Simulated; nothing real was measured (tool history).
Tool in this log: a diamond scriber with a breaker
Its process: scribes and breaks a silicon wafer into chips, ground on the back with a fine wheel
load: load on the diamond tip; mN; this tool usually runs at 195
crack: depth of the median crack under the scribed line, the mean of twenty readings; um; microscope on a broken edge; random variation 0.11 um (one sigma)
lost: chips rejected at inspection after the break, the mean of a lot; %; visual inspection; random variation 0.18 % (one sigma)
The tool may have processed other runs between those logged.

| run | hour | load | incoming depth of the damage left on the back of the incoming wafer, um | crack | lost |
|---|---|---|---|---|---|
| 1 | 0 | 150 | 2.83 | 6.7 | 10.07 |
| 2 | 50.3 | 237 | 2.87 | 8.82 | 7.75 |
| 3 | 115.2 | 237 | 2.28 | 9.13 | 7.57 |
| 4 | 207.2 | 215 | 1.72 | 8.81 | 4.96 |
| 5 | 276.3 | 195 | 2.71 | 8.22 | 6.43 |
| 6 | 330.6 | 195 | 1.9 | 8.33 | 3.92 |
| 7 | 423.5 | 230 | 1.54 | 8.5 | 3.54 |
| 8 | 479.7 | 230 | 1.93 | 8.27 | 4.02 |
| 9 | 567.7 | 195 | 1.63 | 7.61 | 2.71 |
| 10 | 643.1 | 195 | 2.8 | 7.69 | 6.08 |
| 11 | 701.5 | 195 | 2.2 | 7.8 | 3.7 |
| 12 | 756.7 | 195 | 2.95 | 7.6 | 6.73 |
| 13 | 803.7 | 195 | 2.31 | 7.89 | 4.72 |
| 14 | 880.2 | 195 | 2.91 | 8.09 | 6.45 |
| 15 | 945.9 | 195 | 2.47 | 7.76 | 4.76 |
| 16 | 1014 | 195 | 2.29 | 7.8 | 4.35 |
| 17 | 1068.3 | 158 | 1.67 | 7.04 | 3.52 |
| 18 | 1371.8 | 195 | 1.68 | 7.71 | 2.62 |
| 19 | 1412.5 | 217 | 2.98 | 8.28 | 7.15 |
| 20 | 1509.6 | 195 | 2.14 | 7.71 | 3.63 |
| 21 | 1577.4 | 179 | 2.63 | 7.26 | 5.77 |
| 22 | 1624.2 | 195 | 2.11 | 7.66 | 3.38 |
| 23 | 1701.3 | 157 | 2.24 | 6.93 | 5.53 |
| 24 | 1942.4 | 218 | 2.6 | 8.67 | 6.23 |
| 25 | 2000.1 | 195 | 2.52 | 8.28 | 5.3 |
| 26 | 2061.9 | 195 | 2.87 | 8.17 | 6.4 |
| 27 | 2147.9 | 240 | 1.7 | 8.39 | 4.06 |
| 28 | 2200.9 | 247 | 1.63 | 8.57 | 4.55 |
| 29 | 2271.3 | 176 | 1.92 | 7.13 | 3.89 |
| 30 | 2376.9 | 142 | 1.6 | 6.24 | 6.77 |
| 31 | 2457.1 | 147 | 2.31 | 6.45 | 8.58 |
| 32 | 2656.8 | 195 | 1.9 | 7.91 | 3.32 |
| 33 | 2718.8 | 154 | 2.47 | 6.91 | 6.78 |
| 34 | 2780.3 | 139 | 2.72 | 6.37 | 10.65 |
| 35 | 2857.5 | 195 | 1.78 | 8 | 3.34 |

Taken out of this log: 8 entries between the listed runs. Where each belongs, and how the hidden state differs across it:
Between runs 6 and 7: load on the tip recalibrated (hour 379.2)
  deviation of the load on the tip from its setpoint, %: 15.8 -> -0.738
  difference, measured minus the result without the unlogged condition, crack: +0.72 -> -0.03 um; lost: +0.67 -> -0.11 %
Between runs 8 and 9: diamond tip replaced by a new one (hour 486.3)
  deviation of the load on the tip from its setpoint, %: 0.237 -> 1.76
  difference, measured minus the result without the unlogged condition, crack: +0.02 -> +0.08 um; lost: +0.03 -> -0.01 %
Between runs 16 and 17: diamond tip replaced by a new one (hour 1016.1)
  deviation of the load on the tip from its setpoint, %: 9.5 -> 10.4
  difference, measured minus the result without the unlogged condition, crack: +0.43 -> +0.42 um; lost: -0.01 -> -1.7 %
Between runs 17 and 18: load on the tip recalibrated (hour 1288.5)
  deviation of the load on the tip from its setpoint, %: 10.4 -> 1.99
  difference, measured minus the result without the unlogged condition, crack: +0.42 -> +0.09 um; lost: -1.7 -> -0.02 %
Between runs 21 and 22: diamond tip replaced by a new one (hour 1619.3)
  deviation of the load on the tip from its setpoint, %: 5.56 -> 6.37
  difference, measured minus the result without the unlogged condition, crack: +0.23 -> +0.29 um; lost: -0.68 -> -0.03 %
Between runs 26 and 27: load on the tip recalibrated (hour 2126.9)
  deviation of the load on the tip from its setpoint, %: 14 -> -1.41
  difference, measured minus the result without the unlogged condition, crack: +0.64 -> -0.07 um; lost: -0.3 -> -0.23 %
Between runs 27 and 28: diamond tip replaced by a new one (hour 2169.5)
  deviation of the load on the tip from its setpoint, %: -1.41 -> -0.486
  difference, measured minus the result without the unlogged condition, crack: -0.07 -> -0.03 um; lost: -0.23 -> -0.09 %
Between runs 32 and 33: diamond tip replaced by a new one (hour 2711.8)
  deviation of the load on the tip from its setpoint, %: 7.42 -> 8.49
  difference, measured minus the result without the unlogged condition, crack: +0.34 -> +0.34 um; lost: +0.06 -> -1.97 %

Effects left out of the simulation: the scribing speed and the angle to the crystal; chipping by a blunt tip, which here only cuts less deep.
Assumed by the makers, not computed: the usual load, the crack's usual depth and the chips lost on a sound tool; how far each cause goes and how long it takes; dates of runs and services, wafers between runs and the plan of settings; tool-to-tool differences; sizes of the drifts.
